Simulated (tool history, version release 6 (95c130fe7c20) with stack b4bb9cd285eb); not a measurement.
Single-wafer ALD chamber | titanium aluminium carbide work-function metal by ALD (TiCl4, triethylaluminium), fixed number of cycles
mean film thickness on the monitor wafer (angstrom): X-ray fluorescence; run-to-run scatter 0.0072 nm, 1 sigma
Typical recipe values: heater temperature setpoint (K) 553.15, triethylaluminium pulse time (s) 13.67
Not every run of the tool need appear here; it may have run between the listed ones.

run,hour,heater temperature setpoint (K),triethylaluminium pulse time (s),wafers since the last listed run,hours since the last thermocouple change,hours since the last triethylaluminium bottle change,hours since the showerhead was replaced,hours since the gauge calibration,"read-back reference wafer on the same gauge, thickness_nm",mean film thickness on the monitor wafer (angstrom)
1,0.0,543.15,13.67,0,1337.4,1602.1,2496.6,97.7,1.908,17.05
# hour 26.5: triethylaluminium bottle replaced
2,79.1,543.15,13.67,891,1416.5,52.6,2575.7,176.8,1.912,17.20
3,116.2,553.15,13.67,465,1453.6,89.7,2612.8,213.9,1.911,17.94
4,200.1,553.15,15.65,1052,1537.5,173.6,2696.7,297.8,1.906,17.94
5,482.1,553.15,15.65,3537,1819.5,455.6,2978.7,579.8,1.911,18.00
6,583.2,553.15,13.67,1268,1920.6,556.7,3079.8,680.9,1.909,18.11
7,671.3,553.15,16.37,1105,2008.7,644.8,3167.9,769.0,1.910,18.07
8,775.6,553.15,13.67,1308,2113.0,749.1,3272.2,873.3,1.910,18.03
9,878.0,553.15,13.67,1284,2215.4,851.5,3374.6,975.7,1.913,18.06
10,916.4,553.15,13.67,481,2253.8,889.9,3413.0,1014.1,1.912,18.03
11,957.3,565.15,13.67,513,2294.7,930.8,3453.9,1055.0,1.910,19.12
12,1029.1,553.15,13.67,900,2366.5,1002.6,3525.7,1126.8,1.912,18.06
13,1075.8,553.15,13.67,585,2413.2,1049.3,3572.4,1173.5,1.912,18.06
# hour 1167.8: thermocouple changed; heater temperature recalibrated
# hour 1218.5: showerhead replaced
# hour 1379.4: triethylaluminium bottle replaced
14,1389.6,538.15,8.92,3634,221.8,10.2,171.1,1487.3,1.912,16.17
# hour 1404.9: gauge calibrated
15,1464.4,562.15,8.60,938,296.6,85.0,245.9,59.5,1.908,18.32
16,1507.1,553.15,13.67,535,339.3,127.7,288.6,102.2,1.909,18.06
17,1558.0,557.15,11.35,638,390.2,178.6,339.5,153.1,1.912,18.39
18,1647.3,548.15,16.02,1120,479.5,267.9,428.8,242.4,1.910,17.68
19,1719.2,564.15,17.15,901,551.4,339.8,500.7,314.3,1.911,19.24
20,1756.5,553.15,16.37,467,588.7,377.1,538.0,351.6,1.909,18.18
21,1813.5,542.15,12.07,714,645.7,434.1,595.0,408.6,1.910,16.88

Consider 3 possible next runs. They are alternatives, not a sequence: every one starts from the tool as it was left by run 21. What does each give?
A,1813.9,553.15,13.67,5,646.1,434.5,595.4,409.0,?,?
B,1813.9,557.15,17.67,5,646.1,434.5,595.4,409.0,?,?
C,1813.9,565.15,11.16,5,646.1,434.5,595.4,409.0,?,?

run,"read-back reference wafer on the same gauge, thickness_nm",mean film thickness on the monitor wafer (angstrom)
A,1.912,17.94
B,1.912,18.42
C,1.912,18.90
What these runs would have given with no unlogged condition in the tool:
run,mean film thickness on the monitor wafer (angstrom)
A,17.94
B,18.42
C,18.90
